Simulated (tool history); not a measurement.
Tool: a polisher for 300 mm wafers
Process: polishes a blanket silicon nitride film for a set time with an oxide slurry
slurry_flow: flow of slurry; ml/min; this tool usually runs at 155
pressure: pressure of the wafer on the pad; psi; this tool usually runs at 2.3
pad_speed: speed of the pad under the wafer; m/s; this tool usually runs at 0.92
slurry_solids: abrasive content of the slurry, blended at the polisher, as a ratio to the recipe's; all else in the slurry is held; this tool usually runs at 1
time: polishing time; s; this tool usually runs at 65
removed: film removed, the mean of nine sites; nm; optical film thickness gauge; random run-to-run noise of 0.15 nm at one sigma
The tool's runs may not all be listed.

run	hour	slurry_flow	pressure	pad_speed	slurry_solids	time	wafers since the last listed run	wafers polished on this pad	hours since the slurry nozzle was cleaned	hours since the head pressure was calibrated	hours since the slurry blender was calibrated	hours since the conditioning disc was replaced	incoming thickness of the incoming film, nm	removed
1	0	155	2.3	0.92	1	81	0	1435	568.3	345.6	104.3	148.3	419.6	22.9
2	23.5	155	2.3	0.92	1	81	206	1641	591.8	369.1	127.8	171.8	423.9	23
# hour 31.1: worn pad replaced by a new one
3	40	155	2.3	0.92	1	65	109	78	608.3	385.6	144.3	188.3	420.1	18.4
# hour 54.7: head pressure recalibrated
# hour 58.5: conditioning disc replaced and pad reconditioned
4	70.8	155	2.3	0.92	1	65	235	313	639.1	16.1	175.1	12.3	423.2	19.8
5	103.1	155	2.3	0.92	1	65	283	597	671.4	48.4	207.4	44.6	418	19.2
6	123	130	2.3	0.92	1	65	174	771	691.3	68.3	227.3	64.5	421.9	18.6
7	137.9	155	2.3	0.92	1	65	130	902	706.2	83.2	242.2	79.4	419	18.9
8	167.7	205	1.8	0.92	1	65	261	1164	736	113	272	109.2	424.2	15.2
# hour 205.4: worn pad replaced by a new one
9	205.9	135	1.8	0.92	1.3	74	300	4	774.2	151.2	310.2	147.4	421.1	19.2
10	226.1	155	2.3	0.92	1	79	177	182	794.4	171.4	330.4	167.6	417.1	22.6
# hour 249.7: slurry nozzle cleaned
11	252.7	155	2.3	0.92	1	65	224	406	3	198	357	194.2	418.7	18.4
# hour 267: conditioning disc replaced and pad reconditioned
12	274.6	155	1.8	0.92	1	65	174	581	24.9	219.9	378.9	7.6	425.7	15.5
13	294.7	155	2.3	0.92	1	65	176	758	45	240	399	27.7	418.3	19.5
14	320.3	155	2.3	1.18	1	65	224	982	70.6	265.6	424.6	53.3	419.5	23.1
15	341.5	125	2.3	1.08	1	65	186	1168	91.8	286.8	445.8	74.5	421	20.5
# hour 376: slurry blender recalibrated
# hour 415.1: worn pad replaced by a new one
# hour 440: conditioning disc replaced and pad reconditioned
16	449	155	2.3	0.92	1	65	873	279	199.3	394.3	73	9	418.7	20
# hour 460: head pressure recalibrated
17	470.4	135	2.6	0.92	0.75	65	170	450	220.7	10.4	94.4	30.4	425.5	16.6
18	493.2	155	2.3	0.82	1	65	200	650	243.5	33.2	117.2	53.2	416.7	17.6
19	507.3	155	2	1	1	65	123	774	257.6	47.3	131.3	67.3	427.7	17.7
20	539	155	2.3	0.92	1	65	278	1052	289.3	79	163	99	420.3	19.1
21	566.1	155	2.3	0.92	1	65	237	1290	316.4	106.1	190.1	126.1	421.2	18.4
22	582	200	2.3	0.8	1	65	139	1430	332.3	122	206	142	417.3	17.4
# hour 591.9: worn pad replaced by a new one
23	598.6	135	2.3	0.92	1	65	110	58	348.9	138.6	222.6	158.6	420.4	18.2
# hour 611.1: conditioning disc replaced and pad reconditioned
24	627.6	155	2.3	1.14	1.1	65	237	295	377.9	167.6	251.6	16.5	421	24.9
25	658.9	155	2.3	0.92	1	46	274	570	409.2	198.9	282.9	47.8	425.2	13.6

Consider 4 possible next runs. They are alternatives, not a sequence: every one starts from the tool as it was left by run 25. What does each give?
A	659.3	155	2.3	0.92	1	65	3	573	409.6	199.3	283.3	48.2	418.6	?
B	659.3	155	2.3	0.92	1	76	3	573	409.6	199.3	283.3	48.2	418.6	?
C	659.3	195	1.8	0.92	1	65	3	573	409.6	199.3	283.3	48.2	418.6	?
D	659.3	105	3.1	0.92	1.2	65	3	573	409.6	199.3	283.3	48.2	418.6	?

run	removed
A	19.4
B	22.7
C	15.7
D	27.5
With no hidden state in the tool, these same runs would have given:
run	removed
A	20.3
B	23.8
C	16.4
D	29.3
